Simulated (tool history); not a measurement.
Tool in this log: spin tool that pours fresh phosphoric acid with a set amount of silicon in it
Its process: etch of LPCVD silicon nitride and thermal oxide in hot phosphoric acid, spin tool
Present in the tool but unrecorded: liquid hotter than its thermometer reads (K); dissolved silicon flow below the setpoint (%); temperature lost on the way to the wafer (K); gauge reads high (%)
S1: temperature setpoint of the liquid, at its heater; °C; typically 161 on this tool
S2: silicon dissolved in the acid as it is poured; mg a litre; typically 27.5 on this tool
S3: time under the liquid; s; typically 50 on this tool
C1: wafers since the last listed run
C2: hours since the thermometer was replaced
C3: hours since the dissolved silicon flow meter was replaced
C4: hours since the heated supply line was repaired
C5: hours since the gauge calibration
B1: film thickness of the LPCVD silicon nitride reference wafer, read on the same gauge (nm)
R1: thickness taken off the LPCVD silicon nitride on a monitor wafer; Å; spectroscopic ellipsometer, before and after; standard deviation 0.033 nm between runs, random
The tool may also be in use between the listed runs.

| run | hour | S1 | S2 | S3 | C1 | C2 | C3 | C4 | C5 | B1 | R1 |
|---|---|---|---|---|---|---|---|---|---|---|---|
| 1 | 0 | 161 | 27.5 | 50 | 0 | 525.7 | 418.1 | 1107.1 | 175.5 | 149.999 | 40 |
| 2 | 34 | 161 | 27.5 | 50 | 433 | 559.7 | 452.1 | 1141.1 | 209.5 | 150.014 | 39.45 |
| 3 | 67.2 | 161 | 27.5 | 50 | 423 | 592.9 | 485.3 | 1174.3 | 242.7 | 150.01 | 40.25 |
| 4 | 79.3 | 161 | 27.5 | 50 | 154 | 605 | 497.4 | 1186.4 | 254.8 | 150.005 | 40.24 |
| 5 | 112.7 | 161 | 27.5 | 50 | 426 | 638.4 | 530.8 | 1219.8 | 288.2 | 149.976 | 40.69 |
| 6 | 142 | 161 | 27.5 | 50 | 373 | 667.7 | 560.1 | 1249.1 | 317.5 | 149.992 | 40.1 |
| 7 | 169.4 | 161 | 19 | 50 | 349 | 695.1 | 587.5 | 1276.5 | 344.9 | 149.997 | 40.25 |
| 8 | 196.1 | 161 | 19 | 50 | 340 | 721.8 | 614.2 | 1303.2 | 371.6 | 149.995 | 40.1 |
| 9 | 209.5 | 162 | 27.5 | 55 | 170 | 735.2 | 627.6 | 1316.6 | 385 | 150.015 | 45.49 |
| 10 | 221.9 | 161 | 27.5 | 50 | 158 | 747.6 | 640 | 1329 | 397.4 | 150.021 | 39.97 |
|  | 224.1 | thermometer replaced |
|  | 231.8 | gauge calibrated |
| 11 | 251.1 | 161 | 27.5 | 50 | 359 | 27 | 669.2 | 1358.2 | 19.3 | 150.014 | 39.93 |
| 12 | 270.8 | 159.5 | 14 | 65 | 251 | 46.7 | 688.9 | 1377.9 | 39 | 149.999 | 49.43 |
| 13 | 291 | 159 | 27.5 | 50 | 257 | 66.9 | 709.1 | 1398.1 | 59.2 | 149.989 | 38.04 |
| 14 | 326.9 | 161 | 45 | 50 | 458 | 102.8 | 745 | 1434 | 95.1 | 150.004 | 39.64 |
|  | 337.5 | heated supply line repaired |
| 15 | 362.1 | 161 | 27.5 | 50 | 436 | 138 | 780.2 | 24.6 | 130.3 | 149.996 | 40.07 |
|  | 381.4 | dissolved silicon flow meter replaced |
| 16 | 386.9 | 163.5 | 41 | 60 | 303 | 162.8 | 5.5 | 49.4 | 155.1 | 149.995 | 52.16 |
| 17 | 419 | 158.5 | 46.5 | 80 | 409 | 194.9 | 37.6 | 81.5 | 187.2 | 149.995 | 59.65 |
| 18 | 448.3 | 159 | 27.5 | 80 | 373 | 224.2 | 66.9 | 110.8 | 216.5 | 149.992 | 60.39 |
| 19 | 483 | 159.5 | 18.5 | 80 | 442 | 258.9 | 101.6 | 145.5 | 251.2 | 149.983 | 61.04 |
| 20 | 524.7 | 162.5 | 27.5 | 35 | 532 | 300.6 | 143.3 | 187.2 | 292.9 | 150 | 29.78 |
| 21 | 542.1 | 161 | 12 | 70 | 222 | 318 | 160.7 | 204.6 | 310.3 | 150.027 | 55.91 |
| 22 | 571.5 | 161 | 27.5 | 50 | 375 | 347.4 | 190.1 | 234 | 339.7 | 150 | 40.36 |

Forecast each of these 4 alternatives for the next run:
| A | 571.9 | 161 | 27.5 | 50 | 5 | 347.8 | 190.5 | 234.4 | 340.1 | ? | ? |
| B | 571.9 | 159.5 | 21 | 35 | 5 | 347.8 | 190.5 | 234.4 | 340.1 | ? | ? |
| C | 571.9 | 162 | 11.5 | 30 | 5 | 347.8 | 190.5 | 234.4 | 340.1 | ? | ? |
| D | 571.9 | 162 | 22 | 60 | 5 | 347.8 | 190.5 | 234.4 | 340.1 | ? | ? |

| run | B1 | R1 |
|---|---|---|
| A | 150.02 | 40.17 |
| B | 150.02 | 26.74 |
| C | 150.02 | 24.92 |
| D | 150.02 | 49.84 |
The same runs, with their run-to-run variation unchanged, on a tool lacking any hidden condition would have given:
| run | R1 |
|---|---|
| A | 40.17 |
| B | 26.74 |
| C | 24.92 |
| D | 49.84 |
